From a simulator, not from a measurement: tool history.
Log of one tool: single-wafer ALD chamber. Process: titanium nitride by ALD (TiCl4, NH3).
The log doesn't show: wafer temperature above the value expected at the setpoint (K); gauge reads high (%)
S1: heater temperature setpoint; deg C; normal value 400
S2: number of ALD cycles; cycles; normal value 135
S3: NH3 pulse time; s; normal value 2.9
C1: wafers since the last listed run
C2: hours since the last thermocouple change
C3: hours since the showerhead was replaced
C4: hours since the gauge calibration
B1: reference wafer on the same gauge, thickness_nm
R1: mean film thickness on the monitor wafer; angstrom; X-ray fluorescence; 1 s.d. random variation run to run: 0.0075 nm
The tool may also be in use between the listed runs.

run,hour,S1,S2,S3,C1,C2,C3,C4,B1,R1
1,0,400,135,2.9,0,696.3,2805.5,1008.9,3.248,29.41
2,63.5,391,130,2.9,123,759.8,2869,1072.4,3.242,28.28
3,97.9,391,130,2.9,67,794.2,2903.4,1106.8,3.239,28.11
4,151.9,400,135,2.9,105,848.2,2957.4,1160.8,3.242,29.4
5,210,400,135,2.9,113,906.3,3015.5,1218.9,3.241,29.35
# hour 231.6: thermocouple changed; heater temperature recalibrated
6,250.9,400,135,2.9,64,19.3,3056.4,1259.8,3.241,29.47
7,319,400,127,3.2,132,87.4,3124.5,1327.9,3.239,27.88
8,485.3,400,127,3.2,324,253.7,3290.8,1494.2,3.233,27.72
9,526.7,400,127,2.38,80,295.1,3332.2,1535.6,3.233,27.33
10,558.9,400,127,2.38,62,327.3,3364.4,1567.8,3.229,27.29
11,592.7,390,152,2.9,65,361.1,3398.2,1601.6,3.23,32.85
12,621.4,390,152,2.9,55,389.8,3426.9,1630.3,3.228,32.73
13,656.2,390,152,2.9,67,424.6,3461.7,1665.1,3.23,32.74
14,685.1,400,135,2.9,56,453.5,3490.6,1694,3.23,29.38
15,720.4,400,135,2.9,68,488.8,3525.9,1729.3,3.231,29.32
16,780.9,391,135,2.9,118,549.3,3586.4,1789.8,3.232,29.06
17,823.6,391,135,2.9,83,592,3629.1,1832.5,3.226,29.16
18,867.7,391,135,2.9,86,636.1,3673.2,1876.6,3.233,29.09
19,905,400,135,2.9,72,673.4,3710.5,1913.9,3.231,29.22
20,930.3,392,135,1.9,49,698.7,3735.8,1939.2,3.228,28.38
21,958.8,387,154,3.45,55,727.2,3764.3,1967.7,3.226,33.45
22,1018.8,411,135,2.9,117,787.2,3824.3,2027.7,3.227,29.44
23,1045.9,408,121,2.9,52,814.3,3851.4,2054.8,3.23,26.22
24,1114.7,400,110,2.01,134,883.1,3920.2,2123.6,3.228,23.38
25,1175.8,393,154,2.9,119,944.2,3981.3,2184.7,3.226,33.38
# hour 1225.9: showerhead replaced
26,1286.7,400,135,2.9,200,1055.1,60.8,2295.6,3.228,29.37
27,1346,400,135,2.9,115,1114.4,120.1,2354.9,3.223,29.22
28,1388.6,410,152,3.41,83,1157,162.7,2397.5,3.225,33.26
# hour 1420.8: thermocouple changed; heater temperature recalibrated
29,1421.3,394,135,2.9,48,0.5,195.4,2430.2,3.226,29.24
30,1449.6,405,124,2.15,55,28.8,223.7,2458.5,3.227,26.59
# hour 1475.5: gauge calibrated
31,1507.5,392,148,3.8,112,86.7,281.6,32,3.317,33.05
32,1538.4,413,135,2.9,60,117.6,312.5,62.9,3.313,30.16
33,1588.7,394,152,2.05,98,167.9,362.8,113.2,3.307,33.03
34,1616.3,400,116,1.83,53,195.5,390.4,140.8,3.306,25.15
35,1668.2,400,156,2.9,101,247.4,442.3,192.7,3.297,34.58
36,1722.1,407,154,2.18,105,301.3,496.2,246.6,3.299,33.72
37,1757.9,400,135,3.53,69,337.1,532,282.4,3.288,30.09
38,1829.8,400,135,2.9,140,409,603.9,354.3,3.284,29.76
39,1872.3,400,135,2.9,82,451.5,646.4,396.8,3.284,29.76
40,1912.2,414,135,2.9,77,491.4,686.3,436.7,3.281,29.64

What if the next run were any one of these 3? Each begins from the tool's condition after run 40:
A,1912.9,400,135,2.05,1,492.1,687,437.4,?,?
B,1912.9,400,122,3.81,1,492.1,687,437.4,?,?
C,1912.9,415,135,4.02,1,492.1,687,437.4,?,?

run,B1,R1
A,3.283,29.2
B,3.283,27.12
C,3.283,30.06
Take away the tool's hidden state, keep each run's random variation, and the runs would have read:
run,R1
A,29.47
B,27.37
C,30.34
